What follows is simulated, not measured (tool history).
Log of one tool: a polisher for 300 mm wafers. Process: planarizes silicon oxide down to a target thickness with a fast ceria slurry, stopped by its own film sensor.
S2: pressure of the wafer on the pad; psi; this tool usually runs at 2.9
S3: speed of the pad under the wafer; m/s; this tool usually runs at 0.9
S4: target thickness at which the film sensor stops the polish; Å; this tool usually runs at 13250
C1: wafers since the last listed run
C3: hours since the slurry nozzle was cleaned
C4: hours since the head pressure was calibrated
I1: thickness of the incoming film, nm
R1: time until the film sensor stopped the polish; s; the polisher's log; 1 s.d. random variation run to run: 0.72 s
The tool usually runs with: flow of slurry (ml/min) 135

Run 1, hour 0: usual settings; C1 0; wafers polished on this pad 1422; C3 449.6; C4 632.1; I1 2288.6. Result: R1 86.2 s.
At hour 20.2: worn pad replaced by a new one.
At hour 21.8: slurry nozzle cleaned.
Run 2, hour 31.1: usual settings; C1 187; wafers polished on this pad 71; C3 9.3; C4 663.2; I1 2273.8. Result: R1 78 s.
Run 3, hour 87.7: usual settings; C1 406; wafers polished on this pad 477; C3 65.9; C4 719.8; I1 2257.1. Result: R1 82.5 s.
Run 4, hour 115.7: usual settings but flow of slurry (ml/min) 100; C1 201; wafers polished on this pad 678; C3 93.9; C4 747.8; I1 2247.9. Result: R1 85.6 s.
Run 5, hour 153.7: usual settings but flow of slurry (ml/min) 100; C1 272; wafers polished on this pad 951; C3 131.9; C4 785.8; I1 2254.7. Result: R1 89.8 s.
Run 6, hour 196.8: usual settings but flow of slurry (ml/min) 100; C1 309; wafers polished on this pad 1261; C3 175; C4 828.9; I1 2246.3. Result: R1 88.3 s.
At hour 212: worn pad replaced by a new one.
Run 7, hour 241: usual settings but S2 2.3 psi, S3 0.7 m/s; C1 288; wafers polished on this pad 208; C3 219.2; C4 873.1; I1 2235.1. Result: R1 118.1 s.
At hour 394.1: worn pad replaced by a new one.
Run 8, hour 423.1: usual settings but S2 2.3 psi, S3 0.7 m/s; C1 1279; wafers polished on this pad 208; C3 401.3; C4 1055.2; I1 2270.9. Result: R1 120.7 s.
Run 9, hour 456.6: usual settings but S3 0.68 m/s; C1 240; wafers polished on this pad 448; C3 434.8; C4 1088.7; I1 2288.2. Result: R1 104.2 s.
At hour 464.7: slurry nozzle cleaned.
At hour 474.3: head pressure recalibrated.
Run 10, hour 521.8: usual settings; C1 446; wafers polished on this pad 895; C3 57.1; C4 47.5; I1 2254.1. Result: R1 82.1 s.
At hour 581.1: worn pad replaced by a new one.
Run 11, hour 592: usual settings but flow of slurry (ml/min) 105, S3 1.16 m/s, S4 11670 Å; C1 475; wafers polished on this pad 78; C3 127.3; C4 117.7; I1 2238.2. Result: R1 75.8 s.

Run 12, settings as shown, results not yet in. Your forecast:
Run 12, hour 622.1: usual settings but S2 3.8 psi, S3 1.02 m/s; C1 216; wafers polished on this pad 294; C3 157.4; C4 147.8; I1 2264.1. Result: R1 ?.

Run 12 gave R1 56.1 s.
Take away the tool's hidden state, keep the run-to-run variation as it was, and the same run would have given R1 51.9 s.
